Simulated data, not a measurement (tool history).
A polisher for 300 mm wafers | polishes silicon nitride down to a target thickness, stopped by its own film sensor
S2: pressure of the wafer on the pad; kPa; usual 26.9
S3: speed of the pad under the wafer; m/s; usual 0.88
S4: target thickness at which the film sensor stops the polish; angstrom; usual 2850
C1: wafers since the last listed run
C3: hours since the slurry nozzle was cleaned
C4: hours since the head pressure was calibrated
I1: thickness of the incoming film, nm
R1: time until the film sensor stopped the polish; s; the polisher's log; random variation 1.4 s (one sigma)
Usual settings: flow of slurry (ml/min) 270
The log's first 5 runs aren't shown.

{"hour": 331.8, "done": "slurry nozzle cleaned"}
{"run": 6, "hour": 360.6, "flow of slurry (ml/min)": 270, "S2": 26.9, "S3": 0.88, "S4": 2850, "C1": 630, "wafers polished on this pad": 1296, "C3": 28.8, "C4": 443.6, "I1": 447.1, "R1": 83.1}
{"run": 7, "hour": 457.6, "flow of slurry (ml/min)": 270, "S2": 26.9, "S3": 0.88, "S4": 2850, "C1": 880, "wafers polished on this pad": 2176, "C3": 125.8, "C4": 540.6, "I1": 452.5, "R1": 87.5}
{"run": 8, "hour": 569.8, "flow of slurry (ml/min)": 270, "S2": 26.9, "S3": 0.88, "S4": 2850, "C1": 1018, "wafers polished on this pad": 3195, "C3": 238, "C4": 652.8, "I1": 446.7, "R1": 86.1}
{"hour": 589.7, "done": "worn pad replaced by a new one"}
{"run": 9, "hour": 616.8, "flow of slurry (ml/min)": 270, "S2": 26.9, "S3": 0.88, "S4": 2850, "C1": 390, "wafers polished on this pad": 246, "C3": 285, "C4": 699.8, "I1": 448.3, "R1": 85.2}
{"run": 10, "hour": 657.0, "flow of slurry (ml/min)": 270, "S2": 26.9, "S3": 0.88, "S4": 2430, "C1": 364, "wafers polished on this pad": 611, "C3": 325.2, "C4": 740, "I1": 442.1, "R1": 106.6}
{"run": 11, "hour": 705.0, "flow of slurry (ml/min)": 270, "S2": 26.9, "S3": 0.88, "S4": 2430, "C1": 435, "wafers polished on this pad": 1047, "C3": 373.2, "C4": 788, "I1": 454.8, "R1": 112.3}
{"hour": 726.7, "done": "head pressure recalibrated"}
{"run": 12, "hour": 743.9, "flow of slurry (ml/min)": 270, "S2": 26.9, "S3": 0.88, "S4": 2430, "C1": 334, "wafers polished on this pad": 1382, "C3": 412.1, "C4": 17.2, "I1": 444.9, "R1": 98.2}
{"hour": 768.4, "done": "slurry nozzle cleaned"}
{"run": 13, "hour": 810.4, "flow of slurry (ml/min)": 270, "S2": 26.9, "S3": 0.88, "S4": 2850, "C1": 594, "wafers polished on this pad": 1976, "C3": 42, "C4": 83.7, "I1": 446.2, "R1": 80.3}
{"run": 14, "hour": 888.9, "flow of slurry (ml/min)": 270, "S2": 26.9, "S3": 0.88, "S4": 2850, "C1": 712, "wafers polished on this pad": 2689, "C3": 120.5, "C4": 162.2, "I1": 458.2, "R1": 85.5}
{"run": 15, "hour": 982.2, "flow of slurry (ml/min)": 270, "S2": 26.9, "S3": 0.88, "S4": 2850, "C1": 846, "wafers polished on this pad": 3536, "C3": 213.8, "C4": 255.5, "I1": 445, "R1": 80.7}
{"hour": 1039.2, "done": "worn pad replaced by a new one"}
{"run": 16, "hour": 1068.1, "flow of slurry (ml/min)": 240, "S2": 26.9, "S3": 0.88, "S4": 2850, "C1": 743, "wafers polished on this pad": 262, "C3": 299.7, "C4": 341.4, "I1": 450.8, "R1": 82.9}
{"run": 17, "hour": 1111.3, "flow of slurry (ml/min)": 225, "S2": 22.8, "S3": 0.6, "S4": 2670, "C1": 392, "wafers polished on this pad": 654, "C3": 342.9, "C4": 384.6, "I1": 454.8, "R1": 129.4}
{"run": 18, "hour": 1169.8, "flow of slurry (ml/min)": 270, "S2": 26.9, "S3": 0.88, "S4": 2850, "C1": 531, "wafers polished on this pad": 1185, "C3": 401.4, "C4": 443.1, "I1": 451.4, "R1": 83.5}
{"hour": 1196.1, "done": "slurry nozzle cleaned"}
{"run": 19, "hour": 1240.2, "flow of slurry (ml/min)": 270, "S2": 26.9, "S3": 0.88, "S4": 2430, "C1": 630, "wafers polished on this pad": 1815, "C3": 44.1, "C4": 513.5, "I1": 444, "R1": 100}
{"run": 20, "hour": 1315.9, "flow of slurry (ml/min)": 270, "S2": 26.9, "S3": 0.88, "S4": 2850, "C1": 687, "wafers polished on this pad": 2502, "C3": 119.8, "C4": 589.2, "I1": 455.5, "R1": 88.8}
{"run": 21, "hour": 1419.4, "flow of slurry (ml/min)": 270, "S2": 26.9, "S3": 0.78, "S4": 3100, "C1": 939, "wafers polished on this pad": 3442, "C3": 223.3, "C4": 692.7, "I1": 457.1, "R1": 82.9}
{"run": 22, "hour": 1477.1, "flow of slurry (ml/min)": 320, "S2": 26.9, "S3": 0.72, "S4": 3060, "C1": 523, "wafers polished on this pad": 3966, "C3": 281, "C4": 750.4, "I1": 450.3, "R1": 82.1}

Run 23 comes next. What will it give?
{"hour": 1504.8, "done": "worn pad replaced by a new one"}
{"run": 23, "hour": 1516.8, "flow of slurry (ml/min)": 270, "S2": 31, "S3": 0.88, "S4": 3050, "C1": 324, "wafers polished on this pad": 109, "C3": 320.7, "C4": 790.1, "I1": 446, "R1": "?"}

Run 23 gave R1 67.2 s.
Without the tool's hidden state the same run would have given R1 61 s.
